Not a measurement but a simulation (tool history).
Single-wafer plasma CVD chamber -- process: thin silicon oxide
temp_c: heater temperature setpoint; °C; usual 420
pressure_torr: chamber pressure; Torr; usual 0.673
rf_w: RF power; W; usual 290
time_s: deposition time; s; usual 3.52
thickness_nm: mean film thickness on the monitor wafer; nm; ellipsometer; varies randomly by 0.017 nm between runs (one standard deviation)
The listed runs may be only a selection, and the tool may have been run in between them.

run     day  temp_c  pressure_torr  rf_w  time_s  wafers since the last listed run  hours since the last thermocouple change  hours since the last RF generator calibration  hours since the last manometer calibration  hours since the showerhead was replaced  hours since the gauge calibration  read-back reference wafer on the same gauge, thickness_nm  thickness_nm
  1   0.000     420          0.568   290    3.52                                 0                                    2130.0                                         1982.9                                      3259.6                                   4465.5                              108.7                                                      4.483         4.726
      0.683  -- capacitance manometer re-zeroed and calibrated
  2   1.279     420          0.568   290    3.52                               658                                    2160.7                                         2013.6                                        14.3                                   4496.2                              139.4                                                      4.482         4.510
  3   2.392     420          0.673   290    4.01                               774                                    2187.4                                         2040.3                                        41.0                                   4522.9                              166.1                                                      4.480         6.032
      2.833  -- showerhead replaced
  4   3.608     420          0.673   290    4.01                               615                                    2216.6                                         2069.5                                        70.2                                     18.6                              195.3                                                      4.482         6.062
  5   4.600     420          0.673   290    4.01                               690                                    2240.4                                         2093.3                                        94.0                                     42.4                              219.1                                                      4.473         6.080
  6   5.529     420          0.673   305    3.52                               647                                    2262.7                                         2115.6                                       116.3                                     64.7                              241.4                                                      4.481         5.440
  7   6.683     407          0.673   290    2.94                               803                                    2290.4                                         2143.3                                       144.0                                     92.4                              269.1                                                      4.476         4.492
  8   7.767     420          0.673   290    3.52                               754                                    2316.4                                         2169.3                                       170.0                                    118.4                              295.1                                                      4.482         5.340
  9   8.862     420          0.673   265    3.52                               763                                    2342.7                                         2195.6                                       196.3                                    144.7                              321.4                                                      4.481         5.089
 10   9.608     420          0.673   290    3.52                               519                                    2360.6                                         2213.5                                       214.2                                    162.6                              339.3                                                      4.482         5.333
 11  10.833     420          0.673   290    3.97                               853                                    2390.0                                         2242.9                                       243.6                                    192.0                              368.7                                                      4.484         6.011
     11.650  -- thermocouple changed; heater temperature recalibrated
 12  12.138     430          0.673   290    2.91                               676                                      11.7                                         2274.2                                       274.9                                    223.3                              400.0                                                      4.478         4.375
 13  12.979     420          0.673   290    3.52                               586                                      31.9                                         2294.4                                       295.1                                    243.5                              420.2                                                      4.478         5.363
     14.083  -- RF generator calibrated
 14  14.104     420          0.673   335    3.52                               551                                      58.9                                            0.5                                       322.1                                    270.5                              447.2                                                      4.480         5.692
 15  14.362     420          0.673   245    3.52                               179                                      65.1                                            6.7                                       328.3                                    276.7                              453.4                                                      4.480         4.929
 16  15.533     420          0.536   335    3.52                               815                                      93.2                                           34.8                                       356.4                                    304.8                              481.5                                                      4.482         4.489
 17  17.408     420          0.800   290    3.52                              1305                                     138.2                                           79.8                                       401.4                                    349.8                              526.5                                                      4.475         6.266
 18  18.596     425          0.673   290    3.08                               827                                     166.7                                          108.3                                       429.9                                    378.3                              555.0                                                      4.477         4.651
 19  19.617     420          0.773   235    3.52                               711                                     191.2                                          132.8                                       454.4                                    402.8                              579.5                                                      4.479         5.512
 20  20.146     426          0.541   290    3.52                               368                                     203.9                                          145.5                                       467.1                                    415.5                              592.2                                                      4.482         4.286
 21  20.983     420          0.566   325    3.52                               583                                     224.0                                          165.6                                       487.2                                    435.6                              612.3                                                      4.483         4.717
 22  21.579     420          0.673   290    3.23                               415                                     238.3                                          179.9                                       501.5                                    449.9                              626.6                                                      4.480         4.895
 23  22.383     420          0.673   290    3.52                               560                                     257.6                                          199.2                                       520.8                                    469.2                              645.9                                                      4.482         5.373
 24  23.258     420          0.673   290    3.52                               609                                     278.6                                          220.2                                       541.8                                    490.2                              666.9                                                      4.483         5.341
 25  24.221     415          0.764   250    3.28                               670                                     301.7                                          243.3                                       564.9                                    513.3                              690.0                                                      4.486         5.282
 26  25.108     433          0.673   290    3.52                               618                                     323.0                                          264.6                                       586.2                                    534.6                              711.3                                                      4.487         5.337
 27  26.404     420          0.673   325    3.34                               902                                     354.1                                          295.7                                       617.3                                    565.7                              742.4                                                      4.480         5.348
 28  26.996     420          0.673   290    3.52                               412                                     368.3                                          309.9                                       631.5                                    579.9                              756.6                                                      4.476         5.361

5 ways to go on from here, each from the tool as it stands after run 28. What would each give?
  A  27.012     420          0.673   290    3.52                                11                                     368.7                                          310.3                                       631.9                                    580.3                              757.0                                                          ?             ?
  B  27.012     414          0.622   290    3.52                                11                                     368.7                                          310.3                                       631.9                                    580.3                              757.0                                                          ?             ?
  C  27.012     420          0.524   275    3.06                                11                                     368.7                                          310.3                                       631.9                                    580.3                              757.0                                                          ?             ?
  D  27.012     415          0.741   240    3.07                                11                                     368.7                                          310.3                                       631.9                                    580.3                              757.0                                                          ?             ?
  E  27.012     406          0.610   265    3.52                                11                                     368.7                                          310.3                                       631.9                                    580.3                              757.0                                                          ?             ?

run  read-back reference wafer on the same gauge, thickness_nm  thickness_nm
  A                                                      4.482         5.352
  B                                                      4.482         4.962
  C                                                      4.482         3.523
  D                                                      4.482         4.695
  E                                                      4.482         4.689
Had the tool no hidden state, the same runs would have come out as:
run  thickness_nm
  A         5.326
  B         4.937
  C         3.505
  D         4.673
  E         4.666

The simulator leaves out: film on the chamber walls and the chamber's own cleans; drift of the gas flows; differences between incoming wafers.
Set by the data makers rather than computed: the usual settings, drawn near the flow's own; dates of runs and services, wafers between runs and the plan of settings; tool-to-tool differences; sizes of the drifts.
